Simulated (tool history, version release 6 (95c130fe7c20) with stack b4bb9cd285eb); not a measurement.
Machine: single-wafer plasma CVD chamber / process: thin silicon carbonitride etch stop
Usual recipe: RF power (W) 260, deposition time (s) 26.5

run	hour	RF power (W)	deposition time (s)	wafers since the last listed run	hours since the last thermocouple change	hours since the last RF generator calibration	hours since the showerhead was replaced	hours since the gauge calibration	read-back reference wafer on the same gauge, thickness_nm	mean film thickness on the monitor wafer (angstrom)
1	0	260	24	0	2789	1701.8	4652.5	310	16.611	126.03
2	7.5	245	26.5	191	2796.5	1709.3	4660	317.5	16.596	136.98
3	18	245	26.5	267	2807	1719.8	4670.5	328	16.597	136.71
# hour 35.5: showerhead replaced
4	36	245	26.5	254	2825	1737.8	0.5	346	16.598	136.75
5	42	260	26.5	152	2831	1743.8	6.5	352	16.599	138.7
6	55.5	260	26.5	343	2844.5	1757.3	20	365.5	16.594	139.58
# hour 69.7: thermocouple changed; heater temperature recalibrated
7	70.2	260	26.5	170	0.5	1772	34.7	380.2	16.605	138.83
8	84.1	260	26.5	354	14.4	1785.9	48.6	394.1	16.587	138.79
9	95.7	290	22.6	295	26	1797.5	60.2	405.7	16.606	121.98
# hour 104.2: RF generator calibrated
10	112.4	260	25.2	221	42.7	8.2	76.9	422.4	16.599	135.39
11	126.6	275	26.5	361	56.9	22.4	91.1	436.6	16.607	144.71
12	136.9	260	26.5	262	67.2	32.7	101.4	446.9	16.588	142.17
13	152.7	285	25.1	402	83	48.5	117.2	462.7	16.615	138.19
14	168	215	31.6	389	98.3	63.8	132.5	478	16.593	161.28
# hour 184.4: gauge calibrated
15	186	260	26.5	458	116.3	81.8	150.5	1.6	16.604	142.57
16	194.6	280	22.5	219	124.9	90.4	159.1	10.2	16.596	123.23
17	211.8	260	26.5	438	142.1	107.6	176.3	27.4	16.597	141.84
18	233.1	235	26.5	542	163.4	128.9	197.6	48.7	16.586	138.37
19	246.9	260	26.5	351	177.2	142.7	211.4	62.5	16.607	142.03
20	260.7	260	26.5	351	191	156.5	225.2	76.3	16.59	142.41
21	268.7	280	26.5	203	199	164.5	233.2	84.3	16.589	145.18
22	278.6	235	23.4	252	208.9	174.4	243.1	94.2	16.616	122.3
23	285.4	245	26.5	173	215.7	181.2	249.9	101	16.589	140.37
24	300.8	260	28.7	392	231.1	196.6	265.3	116.4	16.58	153.77
25	316.5	260	26.5	399	246.8	212.3	281	132.1	16.606	142.16
26	323	285	28.4	165	253.3	218.8	287.5	138.6	16.606	155.79
27	333.1	260	26.5	257	263.4	228.9	297.6	148.7	16.597	141.59
28	340.7	260	22.7	193	271	236.5	305.2	156.3	16.602	121.6
29	352.3	225	21.6	295	282.6	248.1	316.8	167.9	16.59	111.04
30	368.1	300	23.7	402	298.4	263.9	332.6	183.7	16.597	131.9
31	383.1	225	29.8	382	313.4	278.9	347.6	198.7	16.588	153.99
32	407.6	240	29.5	624	337.9	303.4	372.1	223.2	16.596	154.86
33	418.6	215	23	280	348.9	314.4	383.1	234.2	16.591	116.72
34	435.5	220	21.7	430	365.8	331.3	400	251.1	16.594	110.8
35	450.2	280	21.9	374	380.5	346	414.7	265.8	16.592	119.33
36	463.2	260	26.5	331	393.5	359	427.7	278.8	16.62	142

Consider 3 possible next runs. They are alternatives, not a sequence: every one starts from the tool as it was left by run 36. What does each give?
A	463.6	220	26.5	10	393.9	359.4	428.1	279.2	?	?
B	463.6	235	30.2	10	393.9	359.4	428.1	279.2	?	?
C	463.6	215	28.5	10	393.9	359.4	428.1	279.2	?	?

run	read-back reference wafer on the same gauge, thickness_nm	mean film thickness on the monitor wafer (angstrom)
A	16.594	135.6
B	16.594	157.34
C	16.594	144.92
With no hidden state in the tool, these same runs would have given:
run	mean film thickness on the monitor wafer (angstrom)
A	136.69
B	158.61
C	146.09
